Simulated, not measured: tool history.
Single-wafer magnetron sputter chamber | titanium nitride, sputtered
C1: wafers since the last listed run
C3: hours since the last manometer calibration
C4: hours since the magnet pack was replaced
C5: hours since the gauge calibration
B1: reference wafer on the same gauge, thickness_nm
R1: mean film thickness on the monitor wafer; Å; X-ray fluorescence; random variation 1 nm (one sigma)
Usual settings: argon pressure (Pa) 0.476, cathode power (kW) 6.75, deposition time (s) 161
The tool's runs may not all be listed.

run 1 hour=0 | argon_pressure_(Pa)=0.58 cathode_power_(kW)=6.75 deposition_time_(s)=161 | C1=0 wafers_on_the_sputter_target=6541 C3=815.5 C4=6687.6 C5=232.1 | B1=180.815 | R1=1652.69
-- hour=18.8 sputter target and shields replaced
run 2 hour=48.9 | argon_pressure_(Pa)=0.58 cathode_power_(kW)=6.75 deposition_time_(s)=161 | C1=392 wafers_on_the_sputter_target=288 C3=864.4 C4=6736.5 C5=281 | B1=181.143 | R1=1655.4
run 3 hour=150.9 | argon_pressure_(Pa)=0.58 cathode_power_(kW)=6.75 deposition_time_(s)=161 | C1=978 wafers_on_the_sputter_target=1266 C3=966.4 C4=6838.5 C5=383 | B1=180.79 | R1=1644.59
run 4 hour=209.9 | argon_pressure_(Pa)=0.476 cathode_power_(kW)=6.75 deposition_time_(s)=154 | C1=565 wafers_on_the_sputter_target=1832 C3=1025.4 C4=6897.5 C5=442 | B1=180.93 | R1=1628.72
run 5 hour=280.2 | argon_pressure_(Pa)=0.476 cathode_power_(kW)=6.75 deposition_time_(s)=154 | C1=674 wafers_on_the_sputter_target=2506 C3=1095.7 C4=6967.8 C5=512.3 | B1=180.84 | R1=1606.37
run 6 hour=357.6 | argon_pressure_(Pa)=0.476 cathode_power_(kW)=6.75 deposition_time_(s)=154 | C1=742 wafers_on_the_sputter_target=3248 C3=1173.1 C4=7045.2 C5=589.7 | B1=181.282 | R1=1636.24
run 7 hour=414.5 | argon_pressure_(Pa)=0.476 cathode_power_(kW)=7.25 deposition_time_(s)=161 | C1=545 wafers_on_the_sputter_target=3794 C3=1230 C4=7102.1 C5=646.6 | B1=181.063 | R1=1790.23
run 8 hour=458.1 | argon_pressure_(Pa)=0.476 cathode_power_(kW)=7.25 deposition_time_(s)=161 | C1=418 wafers_on_the_sputter_target=4212 C3=1273.6 C4=7145.7 C5=690.2 | B1=180.712 | R1=1812.66
-- hour=488.6 capacitance manometer re-zeroed and calibrated
run 9 hour=495 | argon_pressure_(Pa)=0.579 cathode_power_(kW)=7.4 deposition_time_(s)=187 | C1=277 wafers_on_the_sputter_target=4489 C3=6.4 C4=7182.6 C5=727.1 | B1=181.073 | R1=2085.36
run 10 hour=552.7 | argon_pressure_(Pa)=0.597 cathode_power_(kW)=7.2 deposition_time_(s)=169 | C1=553 wafers_on_the_sputter_target=5042 C3=64.1 C4=7240.3 C5=784.8 | B1=180.78 | R1=1819.4
-- hour=576.9 sputter target and shields replaced
run 11 hour=636.8 | argon_pressure_(Pa)=0.354 cathode_power_(kW)=7.6 deposition_time_(s)=140 | C1=729 wafers_on_the_sputter_target=574 C3=148.2 C4=7324.4 C5=868.9 | B1=180.968 | R1=1690.4
-- hour=676.5 magnet pack replaced
run 12 hour=723.9 | argon_pressure_(Pa)=0.476 cathode_power_(kW)=6.75 deposition_time_(s)=161 | C1=758 wafers_on_the_sputter_target=1333 C3=235.3 C4=47.4 C5=956 | B1=180.959 | R1=1693.48
-- hour=783.3 gauge calibrated
run 13 hour=791.7 | argon_pressure_(Pa)=0.642 cathode_power_(kW)=6.75 deposition_time_(s)=161 | C1=650 wafers_on_the_sputter_target=1983 C3=303.1 C4=115.2 C5=8.4 | B1=181.193 | R1=1615.61
run 14 hour=859 | argon_pressure_(Pa)=0.476 cathode_power_(kW)=7.2 deposition_time_(s)=179 | C1=645 wafers_on_the_sputter_target=2628 C3=370.4 C4=182.5 C5=75.7 | B1=180.898 | R1=1972.73
run 15 hour=926.1 | argon_pressure_(Pa)=0.36 cathode_power_(kW)=6.1 deposition_time_(s)=161 | C1=643 wafers_on_the_sputter_target=3272 C3=437.5 C4=249.6 C5=142.8 | B1=181.369 | R1=1556.1
run 16 hour=1001.3 | argon_pressure_(Pa)=0.476 cathode_power_(kW)=6.75 deposition_time_(s)=172 | C1=721 wafers_on_the_sputter_target=3993 C3=512.7 C4=324.8 C5=218 | B1=181.309 | R1=1776.81

5 ways to go on from here, each from the tool as it stands after run 16. What would each give?
run A hour=1001.7 | argon_pressure_(Pa)=0.476 cathode_power_(kW)=6.75 deposition_time_(s)=161 | C1=3 wafers_on_the_sputter_target=3997 C3=513.1 C4=325.2 C5=218.4 | B1=? | R1=?
run B hour=1001.7 | argon_pressure_(Pa)=0.294 cathode_power_(kW)=7.8 deposition_time_(s)=139 | C1=3 wafers_on_the_sputter_target=3997 C3=513.1 C4=325.2 C5=218.4 | B1=? | R1=?
run C hour=1001.7 | argon_pressure_(Pa)=0.364 cathode_power_(kW)=8.3 deposition_time_(s)=175 | C1=3 wafers_on_the_sputter_target=3997 C3=513.1 C4=325.2 C5=218.4 | B1=? | R1=?
run D hour=1001.7 | argon_pressure_(Pa)=0.476 cathode_power_(kW)=6.75 deposition_time_(s)=190 | C1=3 wafers_on_the_sputter_target=3997 C3=513.1 C4=325.2 C5=218.4 | B1=? | R1=?
run E hour=1001.7 | argon_pressure_(Pa)=0.476 cathode_power_(kW)=6.75 deposition_time_(s)=188 | C1=3 wafers_on_the_sputter_target=3997 C3=513.1 C4=325.2 C5=218.4 | B1=? | R1=?

run=A B1=180.918 R1=1685.29
run=B B1=180.918 R1=1751.56
run=C B1=180.918 R1=2309.75
run=D B1=180.918 R1=1988.85
run=E B1=180.918 R1=1967.92
Without the tool's hidden state the same runs would have given:
run=A R1=1685.29
run=B R1=1751.56
run=C R1=2309.75
run=D R1=1988.85
run=E R1=1967.92
